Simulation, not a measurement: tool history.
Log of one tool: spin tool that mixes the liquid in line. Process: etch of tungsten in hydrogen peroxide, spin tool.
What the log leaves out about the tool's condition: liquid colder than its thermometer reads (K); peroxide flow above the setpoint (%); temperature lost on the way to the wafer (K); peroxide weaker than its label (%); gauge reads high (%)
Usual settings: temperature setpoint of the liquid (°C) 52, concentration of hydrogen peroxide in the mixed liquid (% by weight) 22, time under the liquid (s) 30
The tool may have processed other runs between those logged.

run	day	temperature setpoint of the liquid (°C)	concentration of hydrogen peroxide in the mixed liquid (% by weight)	time under the liquid (s)	wafers since the last listed run	hours since the thermometer was replaced	hours since the peroxide flow meter was replaced	hours since the heated supply line was repaired	hours since the drum of peroxide was connected	hours since the gauge calibration	read-back film thickness of the tungsten reference wafer, read on the same gauge (nm)	thickness taken off the tungsten on a monitor wafer (angstrom)
1	0	52	23.5	35	0	949.2	1021.6	3498.2	592.3	395	39.99	627.8
2	1.471	52	23.5	35	610	984.5	1056.9	3533.5	627.6	430.3	39.97	625.4
3	2.25	45	22	30	323	1003.2	1075.6	3552.2	646.3	449	40.04	337.4
4	3.679	45	22	30	593	1037.5	1109.9	3586.5	680.6	483.3	40.04	339.8
5	4.225	52	22	30	226	1050.6	1123	3599.6	693.7	496.4	40.03	525
# day 4.408: gauge calibrated
6	5.296	52	22	30	444	1076.3	1148.7	3625.3	719.4	21.3	40.01	518.9
7	6.75	52	22	30	604	1111.2	1183.6	3660.2	754.3	56.2	39.99	521.7
8	8.171	52	22	30	590	1145.3	1217.7	3694.3	788.4	90.3	40	517.6
# day 8.425: peroxide flow meter replaced
9	9.521	52	22	30	543	1177.7	26.3	3726.7	820.8	122.7	39.98	494.8
10	10.104	52	22	30	242	1191.7	40.3	3740.7	834.8	136.7	40.01	503.1
11	10.704	52	18	30	249	1206.1	54.7	3755.1	849.2	151.1	40.01	449.6
# day 11.888: thermometer replaced
12	12.2	52	22	15	604	7.5	90.6	3791	885.1	187	39.97	251.7
13	13.1	52	22	30	373	29.1	112.2	3812.6	906.7	208.6	40.03	505.6
14	14.021	52	22	30	382	51.2	134.3	3834.7	928.8	230.7	40	497.2
# day 14.846: new drum of peroxide connected
15	15.154	48.5	22	50	453	78.4	161.5	3861.9	7.4	257.9	40.01	673.7
16	16.646	45	22	30	619	114.2	197.3	3897.7	43.2	293.7	40.01	325.2
# day 16.904: heated supply line repaired
17	17.946	52	25	40	522	145.4	228.5	25	74.4	324.9	40.01	711.3
18	19.442	52	22	30	621	181.3	264.4	60.9	110.3	360.8	39.97	506.9
19	20.171	52	19.5	20	302	198.8	281.9	78.4	127.8	378.3	40.01	315.9
20	21.521	54.5	19	15	560	231.2	314.3	110.8	160.2	410.7	39.97	271.8
21	22.338	58	20.5	15	339	250.8	333.9	130.4	179.8	430.3	39.98	346.6
22	23.129	52	22	30	328	269.8	352.9	149.4	198.8	449.3	40	503.6
23	24.6	52	25	30	610	305.1	388.2	184.7	234.1	484.6	39.98	541.1
24	25.608	59.5	28	25	418	329.3	412.4	208.9	258.3	508.8	39.99	745.5
# day 26.529: gauge calibrated
25	26.829	52	27	30	507	358.6	441.7	238.2	287.6	7.2	40	564
26	28.117	49.5	22	30	534	389.5	472.6	269.1	318.5	38.1	39.97	433.4
27	28.821	52	24.5	40	292	406.4	489.5	286	335.4	55	39.97	716.7

Hidden state at the last listed run before each entry between runs and at the first one after, where it differs:
In the gap between runs 5 and 6: gauge calibrated (day 4.408)
  peroxide flow above the setpoint (%): 11.2 -> 11.4
  difference, measured minus the result without the unlogged condition, thickness taken off the tungsten on a monitor wafer (angstrom): +27.1 -> +27.2
In the gap between runs 8 and 9: peroxide flow meter replaced (day 8.425)
  peroxide flow above the setpoint (%): 12 -> 1.77
  difference, measured minus the result without the unlogged condition, thickness taken off the tungsten on a monitor wafer (angstrom): +28.5 -> +4.3
In the gap between runs 11 and 12: thermometer replaced (day 11.888)
  peroxide flow above the setpoint (%): 2.02 -> 2.33
  difference, measured minus the result without the unlogged condition, thickness taken off the tungsten on a monitor wafer (angstrom): +4.5 -> +2.9
In the gap between runs 14 and 15: new drum of peroxide connected (day 14.846)
  peroxide flow above the setpoint (%): 2.72 -> 2.96
  difference, measured minus the result without the unlogged condition, thickness taken off the tungsten on a monitor wafer (angstrom): +6.6 -> +9.7
In the gap between runs 16 and 17: heated supply line repaired (day 16.904)
  peroxide flow above the setpoint (%): 3.27 -> 3.54
  difference, measured minus the result without the unlogged condition, thickness taken off the tungsten on a monitor wafer (angstrom): +5.2 -> +12.3
In the gap between runs 24 and 25: gauge calibrated (day 26.529)
  peroxide flow above the setpoint (%): 5.15 -> 5.41
  difference, measured minus the result without the unlogged condition, thickness taken off the tungsten on a monitor wafer (angstrom): +18.5 -> +14.7
